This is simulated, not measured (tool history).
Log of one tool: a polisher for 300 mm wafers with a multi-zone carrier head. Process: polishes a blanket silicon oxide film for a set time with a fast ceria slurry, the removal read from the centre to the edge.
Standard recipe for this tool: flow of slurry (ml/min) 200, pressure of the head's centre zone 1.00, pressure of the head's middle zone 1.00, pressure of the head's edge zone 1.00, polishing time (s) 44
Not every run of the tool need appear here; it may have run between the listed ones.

run   hour  flow of slurry (ml/min)  pressure of the head's centre zone  pressure of the head's middle zone  pressure of the head's edge zone  polishing time (s)  wafers since the last listed run  wafers polished on this pad  hours since the slurry nozzle was cleaned  hours since the centre zone pressure was calibrated  hours since the edge zone pressure was calibrated  hours since the carrier head's membrane was replaced  incoming thickness of the incoming film, nm  film removed at the wafer's centre (angstrom)  film removed at mid-radius (angstrom)  film removed at the wafer's edge (angstrom)
  1    0.0                      200                                1.00                                0.94                              1.00                  52                                 0                          306                                      181.6                                                821.3                                              923.0                                                1829.8                                       2767.0                                           7741                                   6953                                         7243
  2   10.2                      200                                1.00                                0.94                              1.00                  52                               108                          414                                      191.8                                                831.5                                              933.2                                                1840.0                                       2759.7                                           7790                                   6758                                         7158
  3   26.2                      200                                1.00                                0.94                              1.00                  52                               169                          583                                      207.8                                                847.5                                              949.2                                                1856.0                                       2766.3                                           7732                                   7077                                         7259
      39.2  -- centre zone pressure recalibrated
  4   62.4                      200                                1.00                                1.00                              0.95                  44                               362                          945                                      244.0                                                 23.2                                              985.4                                                1892.2                                       2748.4                                           6009                                   6041                                         6007
  5   76.4                      200                                1.00                                1.00                              0.95                  44                               148                         1094                                      258.0                                                 37.2                                              999.4                                                1906.2                                       2748.2                                           6048                                   6126                                         5914
      81.8  -- worn pad replaced by a new one
  6   85.5                      200                                1.00                                1.00                              1.00                  44                                54                           39                                      267.1                                                 46.3                                             1008.5                                                1915.3                                       2764.0                                           6005                                   6095                                         5977
  7   94.7                      200                                1.00                                1.00                              1.00                  44                                97                          137                                      276.3                                                 55.5                                             1017.7                                                1924.5                                       2726.2                                           6067                                   6029                                         5952
  8  102.6                      200                                1.00                                1.00                              1.11                  53                                83                          220                                      284.2                                                 63.4                                             1025.6                                                1932.4                                       2727.4                                           7385                                   7476                                         7807
     113.9  -- edge zone pressure recalibrated
  9  116.2                      180                                1.00                                1.00                              1.00                  35                               122                          343                                      297.8                                                 77.0                                                2.3                                                1946.0                                       2780.7                                           4764                                   4846                                         4863
     145.3  -- carrier head's membrane replaced by a new one
     158.8  -- slurry nozzle cleaned
 10  169.6                      180                                1.00                                1.00                              1.00                  35                               502                          845                                       10.8                                                130.4                                               55.7                                                  24.3                                       2777.3                                           4809                                   4834                                         4743
 11  179.4                      200                                1.00                                1.00                              1.00                  53                               103                          949                                       20.6                                                140.2                                               65.5                                                  34.1                                       2729.4                                           7358                                   7337                                         7359
 12  196.1                      200                                1.00                                1.00                              1.00                  44                               176                         1126                                       37.3                                                156.9                                               82.2                                                  50.8                                       2777.5                                           6139                                   6163                                         6078
     205.1  -- worn pad replaced by a new one
 13  207.9                      145                                1.00                                1.00                              1.00                  44                                82                           29                                       49.1                                                168.7                                               94.0                                                  62.6                                       2753.2                                           5823                                   5679                                         5836
 14  220.5                      200                                1.00                                0.94                              1.00                  52                               133                          162                                       61.7                                                181.3                                              106.6                                                  75.2                                       2720.0                                           7318                                   6910                                         7207
 15  230.6                      265                                1.00                                1.00                              0.93                  35                               106                          269                                       71.8                                                191.4                                              116.7                                                  85.3                                       2758.7                                           5097                                   5067                                         4739
 16  237.2                      200                                1.05                                0.96                              0.96                  44                                69                          339                                       78.4                                                198.0                                              123.3                                                  91.9                                       2750.2                                           6447                                   5938                                         5867
 17  254.2                      200                                1.00                                1.00                              1.00                  44                               180                          519                                       95.4                                                215.0                                              140.3                                                 108.9                                       2800.7                                           6173                                   6029                                         6016
 18  265.4                      200                                1.00                                0.89                              1.00                  40                               118                          638                                      106.6                                                226.2                                              151.5                                                 120.1                                       2773.8                                           5612                                   5018                                         5542
 19  276.5                      200                                1.00                                1.00                              0.94                  44                               117                          755                                      117.7                                                237.3                                              162.6                                                 131.2                                       2734.9                                           6155                                   6130                                         5743
 20  283.7                      135                                1.00                                1.08                              1.09                  50                                76                          832                                      124.9                                                244.5                                              169.8                                                 138.4                                       2766.1                                           6560                                   7035                                         6883
 21  294.0                      200                                1.00                                1.00                              0.93                  54                               109                          941                                      135.2                                                254.8                                              180.1                                                 148.7                                       2765.0                                           7618                                   7509                                         7269

Predict each of these 5 candidate next runs independently; none follows another, all start after run 21:
  A  294.4                      200                                1.00                                1.00                              1.00                  57                                 4                          945                                      135.6                                                255.2                                              180.5                                                 149.1                                       2723.8                                              ?                                      ?                                            ?
  B  294.4                      200                                1.00                                1.07                              1.00                  44                                 4                          945                                      135.6                                                255.2                                              180.5                                                 149.1                                       2723.8                                              ?                                      ?                                            ?
  C  294.4                      200                                1.08                                1.00                              1.00                  44                                 4                          945                                      135.6                                                255.2                                              180.5                                                 149.1                                       2723.8                                              ?                                      ?                                            ?
  D  294.4                      200                                1.00                                0.96                              1.00                  44                                 4                          945                                      135.6                                                255.2                                              180.5                                                 149.1                                       2723.8                                              ?                                      ?                                            ?
  E  294.4                      245                                1.05                                1.09                              1.00                  44                                 4                          945                                      135.6                                                255.2                                              180.5                                                 149.1                                       2723.8                                              ?                                      ?                                            ?

run  film removed at the wafer's centre (angstrom)  film removed at mid-radius (angstrom)  film removed at the wafer's edge (angstrom)
  A                                           8070                                   7921                                         7895
  B                                           6232                                   6476                                         6089
  C                                           6730                                   6112                                         6094
  D                                           6227                                   5908                                         6097
  E                                           6727                                   6739                                         6198
Take away the tool's hidden state, keep each run's random variation, and the runs would have read:
run  film removed at the wafer's centre (angstrom)  film removed at mid-radius (angstrom)  film removed at the wafer's edge (angstrom)
  A                                           7787                                   7923                                         7895
  B                                           6014                                   6477                                         6089
  C                                           6496                                   6113                                         6094
  D                                           6009                                   5909                                         6097
  E                                           6492                                   6741                                         6198
